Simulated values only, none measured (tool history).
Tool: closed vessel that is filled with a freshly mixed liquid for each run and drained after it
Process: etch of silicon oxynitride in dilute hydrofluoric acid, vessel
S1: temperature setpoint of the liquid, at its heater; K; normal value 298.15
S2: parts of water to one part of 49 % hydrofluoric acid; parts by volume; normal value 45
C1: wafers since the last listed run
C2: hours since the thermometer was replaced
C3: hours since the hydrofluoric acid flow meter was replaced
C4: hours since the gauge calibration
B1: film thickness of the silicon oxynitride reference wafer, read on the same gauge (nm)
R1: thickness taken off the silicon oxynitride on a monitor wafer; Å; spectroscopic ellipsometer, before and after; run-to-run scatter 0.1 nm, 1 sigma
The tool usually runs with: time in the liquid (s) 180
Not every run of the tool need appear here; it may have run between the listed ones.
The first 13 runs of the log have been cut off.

Run 14, hour 789.8: usual settings; C1 4711; C2 726.6; C3 1064.6; C4 740.8; B1 79.98. Result: R1 140.7 Å.
At hour 829.7: hydrofluoric acid flow meter replaced.
Run 15, hour 849.5: usual settings; C1 6313; C2 786.3; C3 19.8; C4 800.5; B1 79.98. Result: R1 141.2 Å.
Run 16, hour 916.2: usual settings but S1 293.65 K, S2 25 parts by volume, time in the liquid (s) 260; C1 7174; C2 853; C3 86.5; C4 867.2; B1 80.03. Result: R1 295.8 Å.
Run 17, hour 979.1: usual settings but S2 60 parts by volume; C1 6765; C2 915.9; C3 149.4; C4 930.1; B1 79.95. Result: R1 103.3 Å.
Run 18, hour 1029.9: usual settings but S1 301.15 K, S2 35 parts by volume, time in the liquid (s) 270; C1 5464; C2 966.7; C3 200.2; C4 980.9; B1 79.99. Result: R1 316.9 Å.
Run 19, hour 1061.9: usual settings but S2 55 parts by volume; C1 3441; C2 998.7; C3 232.2; C4 1012.9; B1 80. Result: R1 115.3 Å.
Run 20, hour 1092.6: usual settings; C1 3302; C2 1029.4; C3 262.9; C4 1043.6; B1 80. Result: R1 141.9 Å.
Run 21, hour 1162.7: usual settings but S1 295.65 K, S2 30 parts by volume; C1 7540; C2 1099.5; C3 333; C4 1113.7; B1 79.96. Result: R1 188.2 Å.
Run 22, hour 1191.9: usual settings but time in the liquid (s) 210; C1 3140; C2 1128.7; C3 362.2; C4 1142.9; B1 79.96. Result: R1 163.8 Å.
Run 23, hour 1225.7: usual settings but S1 296.15 K, S2 60 parts by volume, time in the liquid (s) 150; C1 3635; C2 1162.5; C3 396; C4 1176.7; B1 79.99. Result: R1 78.4 Å.
Run 24, hour 1275.7: usual settings; C1 5378; C2 1212.5; C3 446; C4 1226.7; B1 79.95. Result: R1 139.9 Å.
Run 25, hour 1300.3: usual settings but S1 296.65 K; C1 2646; C2 1237.1; C3 470.6; C4 1251.3; B1 80.06. Result: R1 129.4 Å.
Run 26, hour 1353.6: usual settings but S1 294.15 K, S2 30 parts by volume, time in the liquid (s) 220; C1 5733; C2 1290.4; C3 523.9; C4 1304.6; B1 80. Result: R1 214.9 Å.
Run 27, hour 1425.5: usual settings but S1 296.15 K; C1 7733; C2 1362.3; C3 595.8; C4 1376.5; B1 80.01. Result: R1 126.6 Å.
Run 28, hour 1467.2: usual settings; C1 4485; C2 1404; C3 637.5; C4 1418.2; B1 80.05. Result: R1 142.9 Å.

Run 29 has not been measured yet. What should we expect?
Run 29, hour 1537.5: usual settings but S1 295.65 K, S2 55 parts by volume, time in the liquid (s) 95; C1 7561; C2 1474.3; C3 707.8; C4 1488.5; B1 ?. Result: R1 ?.

B1: 80.02
R1: 53.4 Å
Take away the tool's hidden state, keep the run-to-run variation as it was, and the same run would have given R1 53.4 Å.
